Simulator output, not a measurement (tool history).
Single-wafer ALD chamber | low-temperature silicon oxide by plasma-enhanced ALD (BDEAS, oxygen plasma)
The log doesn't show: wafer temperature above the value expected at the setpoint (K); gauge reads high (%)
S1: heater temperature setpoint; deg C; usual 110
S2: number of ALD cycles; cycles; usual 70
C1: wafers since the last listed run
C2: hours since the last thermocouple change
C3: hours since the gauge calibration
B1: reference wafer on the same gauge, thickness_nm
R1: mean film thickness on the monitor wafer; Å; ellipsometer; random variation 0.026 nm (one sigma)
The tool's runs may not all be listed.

{"run": 1, "hour": 0.0, "S1": 110, "S2": 70, "C1": 0, "C2": 946.6, "C3": 225.4, "B1": 10.807, "R1": 103.21}
{"run": 2, "hour": 93.9, "S1": 110, "S2": 70, "C1": 562, "C2": 1040.5, "C3": 319.3, "B1": 10.79, "R1": 103.22}
{"run": 3, "hour": 114.1, "S1": 110, "S2": 70, "C1": 121, "C2": 1060.7, "C3": 339.5, "B1": 10.785, "R1": 102.73}
{"run": 4, "hour": 127.0, "S1": 110, "S2": 70, "C1": 77, "C2": 1073.6, "C3": 352.4, "B1": 10.789, "R1": 103.23}
{"hour": 154.5, "done": "gauge calibrated"}
{"hour": 156.0, "done": "thermocouple changed; heater temperature recalibrated"}
{"run": 5, "hour": 164.8, "S1": 110, "S2": 70, "C1": 178, "C2": 8.8, "C3": 10.3, "B1": 10.805, "R1": 103.2}
{"run": 6, "hour": 196.3, "S1": 110, "S2": 70, "C1": 188, "C2": 40.3, "C3": 41.8, "B1": 10.809, "R1": 103.16}
{"run": 7, "hour": 227.7, "S1": 110, "S2": 76, "C1": 188, "C2": 71.7, "C3": 73.2, "B1": 10.806, "R1": 112.5}
{"run": 8, "hour": 244.6, "S1": 110, "S2": 76, "C1": 101, "C2": 88.6, "C3": 90.1, "B1": 10.789, "R1": 111.85}
{"run": 9, "hour": 257.7, "S1": 120, "S2": 57, "C1": 78, "C2": 101.7, "C3": 103.2, "B1": 10.79, "R1": 82.29}
{"run": 10, "hour": 272.2, "S1": 110, "S2": 70, "C1": 86, "C2": 116.2, "C3": 117.7, "B1": 10.8, "R1": 103.08}
{"run": 11, "hour": 298.2, "S1": 105, "S2": 80, "C1": 155, "C2": 142.2, "C3": 143.7, "B1": 10.802, "R1": 119.44}
{"run": 12, "hour": 331.7, "S1": 124, "S2": 78, "C1": 200, "C2": 175.7, "C3": 177.2, "B1": 10.813, "R1": 111.76}
{"run": 13, "hour": 359.1, "S1": 98, "S2": 77, "C1": 164, "C2": 203.1, "C3": 204.6, "B1": 10.811, "R1": 117.58}
{"run": 14, "hour": 381.3, "S1": 105, "S2": 80, "C1": 132, "C2": 225.3, "C3": 226.8, "B1": 10.803, "R1": 118.75}
{"run": 15, "hour": 408.0, "S1": 117, "S2": 78, "C1": 159, "C2": 252.0, "C3": 253.5, "B1": 10.801, "R1": 113.41}
{"run": 16, "hour": 421.3, "S1": 110, "S2": 70, "C1": 79, "C2": 265.3, "C3": 266.8, "B1": 10.801, "R1": 103.14}

Forecast each of these 4 alternatives for the next run:
{"run": "A", "hour": 421.8, "S1": 110, "S2": 70, "C1": 2, "C2": 265.8, "C3": 267.3, "B1": "?", "R1": "?"}
{"run": "B", "hour": 421.8, "S1": 122, "S2": 80, "C1": 2, "C2": 265.8, "C3": 267.3, "B1": "?", "R1": "?"}
{"run": "C", "hour": 421.8, "S1": 116, "S2": 62, "C1": 2, "C2": 265.8, "C3": 267.3, "B1": "?", "R1": "?"}
{"run": "D", "hour": 421.8, "S1": 118, "S2": 60, "C1": 2, "C2": 265.8, "C3": 267.3, "B1": "?", "R1": "?"}

run=A B1=10.803 R1=103.34
run=B B1=10.803 R1=115.14
run=C B1=10.803 R1=90.38
run=D B1=10.803 R1=87.10
Without the tool's hidden state the same runs would have given:
run=A R1=103.34
run=B R1=115.14
run=C R1=90.38
run=D R1=87.10
